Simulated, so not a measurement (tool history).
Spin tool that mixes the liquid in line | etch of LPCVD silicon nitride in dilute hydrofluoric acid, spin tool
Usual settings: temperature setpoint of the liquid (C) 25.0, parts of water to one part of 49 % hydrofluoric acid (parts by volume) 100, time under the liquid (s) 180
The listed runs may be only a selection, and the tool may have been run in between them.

run,day,temperature setpoint of the liquid (C),parts of water to one part of 49 % hydrofluoric acid (parts by volume),time under the liquid (s),wafers since the last listed run,hours since the thermometer was replaced,hours since the hydrofluoric acid flow meter was replaced,hours since the gauge calibration,"read-back film thickness of the LPCVD silicon nitride reference wafer, read on the same gauge (nm)",thickness taken off the LPCVD silicon nitride on a monitor wafer (Å)
1,0.000,25.0,100,180,0,2171.6,1361.9,13.9,50.003,9.35
2,1.346,25.0,115,100,299,2203.9,1394.2,46.2,49.995,4.62
3,2.604,25.0,100,180,280,2234.1,1424.4,76.4,50.009,9.62
4,3.833,25.0,100,180,273,2263.6,1453.9,105.9,50.000,9.34
5,5.096,25.0,100,180,280,2293.9,1484.2,136.2,49.979,9.24
6,5.746,25.0,100,180,144,2309.5,1499.8,151.8,50.004,9.56
7,7.129,23.5,100,180,307,2342.7,1533.0,185.0,49.994,8.69
# day 7.583: thermometer replaced
8,8.000,23.5,100,180,184,10.0,1553.9,205.9,49.993,8.51
9,8.717,25.0,100,180,159,27.2,1571.1,223.1,50.025,9.23
# day 9.442: hydrofluoric acid flow meter replaced
10,9.621,23.0,100,180,191,48.9,4.3,244.8,50.015,8.34
11,10.783,28.5,100,180,258,76.8,32.2,272.7,50.000,11.97
12,12.033,20.5,55,110,278,106.8,62.2,302.7,49.967,7.50
13,13.083,23.5,55,180,233,132.0,87.4,327.9,50.015,15.69
14,13.658,20.5,55,220,127,145.8,101.2,341.7,49.994,15.19
15,14.917,25.0,100,180,280,176.0,131.4,371.9,50.012,9.47
# day 14.925: gauge calibrated
16,15.929,25.0,100,180,225,200.3,155.7,24.1,49.992,8.85
17,16.525,27.5,100,180,132,214.6,170.0,38.4,49.992,11.24
18,17.350,22.0,125,235,183,234.4,189.8,58.2,50.017,8.23
19,18.225,25.0,130,180,194,255.4,210.8,79.2,49.969,7.27
20,19.754,20.5,100,180,340,292.1,247.5,115.9,49.994,6.85

3 options for the next run, each taken on its own from the tool as it stands now. Forecast them:
A,19.775,25.0,100,180,4,292.6,248.0,116.4,?,?
B,19.775,27.5,75,105,4,292.6,248.0,116.4,?,?
C,19.775,23.5,70,85,4,292.6,248.0,116.4,?,?

run,"read-back film thickness of the LPCVD silicon nitride reference wafer, read on the same gauge (nm)",thickness taken off the LPCVD silicon nitride on a monitor wafer (Å)
A,50.028,9.17
B,50.028,8.37
C,50.028,5.57
With no hidden state in the tool, these same runs would have given:
run,thickness taken off the LPCVD silicon nitride on a monitor wafer (Å)
A,9.17
B,8.37
C,5.57
